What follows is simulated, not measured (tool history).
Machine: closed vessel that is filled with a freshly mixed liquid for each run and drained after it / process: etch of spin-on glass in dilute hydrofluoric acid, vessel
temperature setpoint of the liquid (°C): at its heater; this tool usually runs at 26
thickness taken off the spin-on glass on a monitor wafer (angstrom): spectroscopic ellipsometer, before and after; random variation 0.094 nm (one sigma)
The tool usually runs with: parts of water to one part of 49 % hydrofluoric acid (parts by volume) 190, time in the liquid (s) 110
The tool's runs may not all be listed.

run,day,temperature setpoint of the liquid (°C),parts of water to one part of 49 % hydrofluoric acid (parts by volume),time in the liquid (s),"read-back film thickness of the spin-on glass reference wafer, read on the same gauge (nm)",thickness taken off the spin-on glass on a monitor wafer (angstrom)
1,0,26,190,110,139.99,192.3
2,2.879,26,190,110,139.96,192.6
3,7,26,240,125,139.99,162.7
4,9.975,26,240,125,139.97,163.2
# day 12.088: thermometer replaced
5,13.254,26,190,110,140,189.3
6,17.654,26,190,110,140.01,191.2
7,21.362,26,190,110,140.04,190.5
8,23.388,26,230,110,139.99,149.3
9,25.962,26,190,145,140.01,250.4
10,27.671,26,190,145,139.98,247.6
# day 30.725: hydrofluoric acid flow meter replaced
11,32,26,190,110,140,195.8
12,34.617,26,190,110,139.99,196.5
13,36.846,26,190,110,139.95,195.8
14,40.442,26,190,110,140,194.4
15,43.229,27,160,110,140.01,245.5
16,45.5,30,260,110,139.97,148.6
17,48.646,23.5,255,155,139.97,172.5
18,51.242,30,160,70,140.01,172.4
19,53.475,26,115,50,140,157
20,57.929,24.5,280,140,140.06,141.8
21,60.696,23,135,160,139.98,373.2
22,64.858,26,235,50,140.01,66.5
23,69.133,26,240,125,140.01,160.5
24,71.188,26,220,110,139.99,156.7
25,73.225,26,190,130,140.03,222.6
# day 73.429: hydrofluoric acid flow meter replaced
26,75.425,28.5,190,110,140.02,216.2
# day 77.075: thermometer replaced
# day 77.325: gauge calibrated
27,77.838,29.5,250,50,139.98,71.8
28,80.717,26,270,110,139.97,126.6
29,84.442,22.5,135,80,140,187.5
30,87.892,30,135,85,140.03,259.2
31,92.133,26,240,125,139.98,164.1
32,94.933,28,275,135,140.02,160.6
33,98.692,26,190,110,140.02,190.9
34,100.762,29.5,280,60,140.02,72.5

State the hidden condition of the tool at each of the runs:
liquid colder than its thermometer reads (K): 0 in every run
gauge reads high (%): 0 in every run
H1: hydrofluoric acid flow below the setpoint (%)
run,H1
1,1.42
2,1.65
3,1.98
4,2.22
5,2.49
6,2.84
7,3.13
8,3.3
9,3.5
10,3.64
11,0.38
12,0.59
13,0.768
14,1.06
15,1.28
16,1.46
17,1.71
18,1.92
19,2.1
20,2.46
21,2.68
22,3.01
23,3.35
24,3.52
25,3.68
26,0.242
27,0.435
28,0.666
29,0.964
30,1.24
31,1.58
32,1.8
33,2.11
34,2.27

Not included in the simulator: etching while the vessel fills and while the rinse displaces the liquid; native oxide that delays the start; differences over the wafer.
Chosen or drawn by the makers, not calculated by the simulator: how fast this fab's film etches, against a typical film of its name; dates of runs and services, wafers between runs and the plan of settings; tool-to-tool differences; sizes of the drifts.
